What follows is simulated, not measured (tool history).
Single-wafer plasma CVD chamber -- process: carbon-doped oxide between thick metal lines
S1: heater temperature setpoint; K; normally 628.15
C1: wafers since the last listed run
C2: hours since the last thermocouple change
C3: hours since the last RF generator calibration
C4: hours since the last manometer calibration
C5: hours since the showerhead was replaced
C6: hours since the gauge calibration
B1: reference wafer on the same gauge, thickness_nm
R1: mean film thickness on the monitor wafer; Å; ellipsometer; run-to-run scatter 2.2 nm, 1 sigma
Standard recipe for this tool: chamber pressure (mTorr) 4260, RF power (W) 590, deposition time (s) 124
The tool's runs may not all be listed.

Run 1, hour 0: usual settings; C1 0; C2 184; C3 160; C4 616.2; C5 1664; C6 1816; B1 577.445. Result: R1 6740.25 Å.
Run 2, hour 51: usual settings; C1 657; C2 235; C3 211; C4 667.2; C5 1715; C6 1867; B1 577.674. Result: R1 6761.96 Å.
Run 3, hour 346.9: usual settings; C1 3812; C2 530.9; C3 506.9; C4 963.1; C5 2010.9; C6 2162.9; B1 577.862. Result: R1 6725.94 Å.
Run 4, hour 410.6: usual settings but chamber pressure (mTorr) 3410; C1 820; C2 594.6; C3 570.6; C4 1026.8; C5 2074.6; C6 2226.6; B1 579.013. Result: R1 6449.89 Å.
Run 5, hour 451.9: usual settings but chamber pressure (mTorr) 3410; C1 532; C2 635.9; C3 611.9; C4 1068.1; C5 2115.9; C6 2267.9; B1 578.007. Result: R1 6471.81 Å.
Run 6, hour 628.6: usual settings but chamber pressure (mTorr) 3410; C1 2276; C2 812.6; C3 788.6; C4 1244.8; C5 2292.6; C6 2444.6; B1 576.987. Result: R1 6415.29 Å.
Run 7, hour 666.9: usual settings; C1 493; C2 850.9; C3 826.9; C4 1283.1; C5 2330.9; C6 2482.9; B1 577.634. Result: R1 6757.88 Å.
Run 8, hour 704.6: usual settings; C1 485; C2 888.6; C3 864.6; C4 1320.8; C5 2368.6; C6 2520.6; B1 577.752. Result: R1 6709.86 Å.
At hour 773.8: gauge calibrated.
Run 9, hour 798.7: usual settings; C1 1212; C2 982.7; C3 958.7; C4 1414.9; C5 2462.7; C6 24.9; B1 577.675. Result: R1 6719.49 Å.
At hour 826.6: showerhead replaced.
Run 10, hour 838.9: usual settings; C1 414; C2 1022.9; C3 998.9; C4 1455.1; C5 12.3; C6 65.1; B1 578.019. Result: R1 6723.96 Å.
Run 11, hour 907.9: usual settings; C1 889; C2 1091.9; C3 1067.9; C4 1524.1; C5 81.3; C6 134.1; B1 577.496. Result: R1 6742.19 Å.
At hour 961.5: thermocouple changed; heater temperature recalibrated.
Run 12, hour 998.2: usual settings; C1 1060; C2 36.7; C3 1158.2; C4 1614.4; C5 171.6; C6 224.4; B1 578.23. Result: R1 6753.76 Å.
Run 13, hour 1045.3: usual settings; C1 606; C2 83.8; C3 1205.3; C4 1661.5; C5 218.7; C6 271.5; B1 577.752. Result: R1 6747.57 Å.
Run 14, hour 1143.2: usual settings; C1 1261; C2 181.7; C3 1303.2; C4 1759.4; C5 316.6; C6 369.4; B1 577.785. Result: R1 6740.16 Å.
Run 15, hour 1220.5: usual settings but chamber pressure (mTorr) 4930, RF power (W) 700, deposition time (s) 145; C1 996; C2 259; C3 1380.5; C4 1836.7; C5 393.9; C6 446.7; B1 577.673. Result: R1 9073.32 Å.
Run 16, hour 1256.6: usual settings but chamber pressure (mTorr) 4710, RF power (W) 490; C1 465; C2 295.1; C3 1416.6; C4 1872.8; C5 430; C6 482.8; B1 578.042. Result: R1 6032.34 Å.
Run 17, hour 1354.1: usual settings but S1 637.15 K, chamber pressure (mTorr) 5100, RF power (W) 660, deposition time (s) 101; C1 1256; C2 392.6; C3 1514.1; C4 1970.3; C5 527.5; C6 580.3; B1 578.141. Result: R1 5969.3 Å.
At hour 1365.1: RF generator calibrated.
Run 18, hour 1447: usual settings but S1 642.15 K, RF power (W) 475; C1 1093; C2 485.5; C3 81.9; C4 2063.2; C5 620.4; C6 673.2; B1 577.875. Result: R1 5615.71 Å.
Run 19, hour 1571: usual settings but chamber pressure (mTorr) 4670; C1 1597; C2 609.5; C3 205.9; C4 2187.2; C5 744.4; C6 797.2; B1 578.214. Result: R1 6971.98 Å.
At hour 1654.4: capacitance manometer re-zeroed and calibrated.
Run 20, hour 1665.7: usual settings but S1 613.15 K, RF power (W) 505; C1 1117; C2 704.2; C3 300.6; C4 11.3; C5 839.1; C6 891.9; B1 577.814. Result: R1 6302.33 Å.
Run 21, hour 1717.8: usual settings but chamber pressure (mTorr) 4930, RF power (W) 700, deposition time (s) 145; C1 671; C2 756.3; C3 352.7; C4 63.4; C5 891.2; C6 944; B1 578.141. Result: R1 9053.19 Å.
Run 22, hour 1775.7: usual settings but S1 636.15 K, chamber pressure (mTorr) 3690, RF power (W) 680, deposition time (s) 143; C1 746; C2 814.2; C3 410.6; C4 121.3; C5 949.1; C6 1001.9; B1 578.296. Result: R1 8057.38 Å.
Run 23, hour 1854.7: usual settings but deposition time (s) 140; C1 1017; C2 893.2; C3 489.6; C4 200.3; C5 1028.1; C6 1080.9; B1 578.256. Result: R1 7550.65 Å.
At hour 1903.8: thermocouple changed; heater temperature recalibrated.
Run 24, hour 1930.2: usual settings; C1 869; C2 26.4; C3 565.1; C4 275.8; C5 1103.6; C6 1156.4; B1 578.27. Result: R1 6698.8 Å.
Run 25, hour 2252.8: usual settings but chamber pressure (mTorr) 4670; C1 4156; C2 349; C3 887.7; C4 598.4; C5 1426.2; C6 1479; B1 577.494. Result: R1 6780.15 Å.
Run 26, hour 2302.5: usual settings but S1 639.15 K, deposition time (s) 110; C1 640; C2 398.7; C3 937.4; C4 648.1; C5 1475.9; C6 1528.7; B1 576.987. Result: R1 5793.64 Å.
Run 27, hour 2393.4: usual settings but S1 640.15 K, RF power (W) 655; C1 1171; C2 489.6; C3 1028.3; C4 739; C5 1566.8; C6 1619.6; B1 579.013. Result: R1 6950.55 Å.

List, for all runs, the conditions of the tool that the log does not record:
wafer temperature above the value expected at the setpoint (K): 0 across all the runs
gauge reads high (%): 0 across all the runs
H1: delivered RF power above the setpoint (%)
H2: true pressure above the setpoint (%)
run       H1      H2
  1  -0.0488    1.63
  2  -0.0671    1.81
  3   -0.273    2.87
  4   -0.339     3.1
  5   -0.386    3.24
  6   -0.626    3.87
  7   -0.686    4.01
  8   -0.747    4.14
  9   -0.913    4.48
 10   -0.989    4.62
 11    -1.13    4.87
 12    -1.32    5.19
 13    -1.43    5.36
 14    -1.67    5.71
 15    -1.87    5.98
 16    -1.97    6.11
 17    -2.24    6.46
 18   -0.441    6.79
 19   -0.476    7.23
 20   -0.522  -0.588
 21   -0.555  -0.402
 22   -0.598  -0.195
 23   -0.666  0.0862
 24   -0.743   0.355
 25     -1.2    1.51
 26    -1.28    1.68
 27    -1.46    2.01

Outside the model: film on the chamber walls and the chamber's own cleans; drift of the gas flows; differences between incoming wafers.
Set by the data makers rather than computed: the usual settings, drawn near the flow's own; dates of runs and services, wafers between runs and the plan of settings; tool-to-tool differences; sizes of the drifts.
